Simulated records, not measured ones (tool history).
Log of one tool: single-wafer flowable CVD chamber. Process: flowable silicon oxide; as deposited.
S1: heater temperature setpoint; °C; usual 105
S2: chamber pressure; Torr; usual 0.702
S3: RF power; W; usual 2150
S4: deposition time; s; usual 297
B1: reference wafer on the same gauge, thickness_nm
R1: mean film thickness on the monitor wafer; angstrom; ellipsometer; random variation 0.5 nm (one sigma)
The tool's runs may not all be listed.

| run | hour | S1 | S2 | S3 | S4 | B1 | R1 |
|---|---|---|---|---|---|---|---|
| 1 | 0 | 105 | 0.702 | 2150 | 297 | 115.095 | 1588.84 |
| 2 | 9 | 105 | 0.702 | 2150 | 297 | 115.009 | 1591.51 |
| 3 | 19.8 | 105 | 0.702 | 2150 | 297 | 114.935 | 1600 |
| 4 | 26.7 | 105 | 0.702 | 2150 | 297 | 114.893 | 1603.1 |
| 5 | 43.4 | 105 | 0.702 | 2150 | 297 | 115.041 | 1614.45 |
| 6 | 56.8 | 105 | 0.702 | 2150 | 297 | 115.033 | 1610.57 |
| 7 | 73.4 | 105 | 0.702 | 2150 | 297 | 115.07 | 1617.91 |
| 8 | 87.4 | 110 | 0.853 | 2150 | 297 | 115.03 | 1564.84 |
| 9 | 98.2 | 105 | 0.702 | 2560 | 351 | 114.922 | 1939.58 |
| 10 | 111.4 | 114 | 0.618 | 2150 | 276 | 115.011 | 1016.22 |
|  | 119.4 | capacitance manometer re-zeroed and calibrated |
| 11 | 121 | 105 | 0.702 | 2150 | 297 | 115.007 | 1625.8 |
| 12 | 129.1 | 110 | 0.853 | 2150 | 297 | 115.028 | 1563.71 |
|  | 174.9 | thermocouple changed; heater temperature recalibrated |
|  | 189.6 | RF generator calibrated |
| 13 | 190.1 | 105 | 0.702 | 2150 | 297 | 115.076 | 1818.72 |
| 14 | 190.4 | 105 | 0.702 | 2150 | 297 | 115.036 | 1810.43 |
| 15 | 201.5 | 113 | 0.702 | 2415 | 297 | 115.011 | 1402.04 |
| 16 | 213.4 | 110 | 0.651 | 1800 | 297 | 115.021 | 1426.66 |
|  | 219.4 | gauge calibrated |
| 17 | 230 | 105 | 0.702 | 2025 | 326 | 115.014 | 1970.65 |
| 18 | 238.6 | 105 | 0.856 | 2150 | 297 | 114.961 | 2090.13 |
| 19 | 254.6 | 105 | 0.702 | 2150 | 297 | 115.064 | 1817.67 |
| 20 | 272 | 96 | 0.702 | 1865 | 326 | 115.003 | 2641.63 |

Run 21 comes next. What will it give?
| 21 | 286.2 | 111 | 0.762 | 2380 | 339 | ? | ? |

B1: 115.001
R1: 1784.53 angstrom
Without the tool's hidden state the same run would have given R1 1381.28 angstrom.
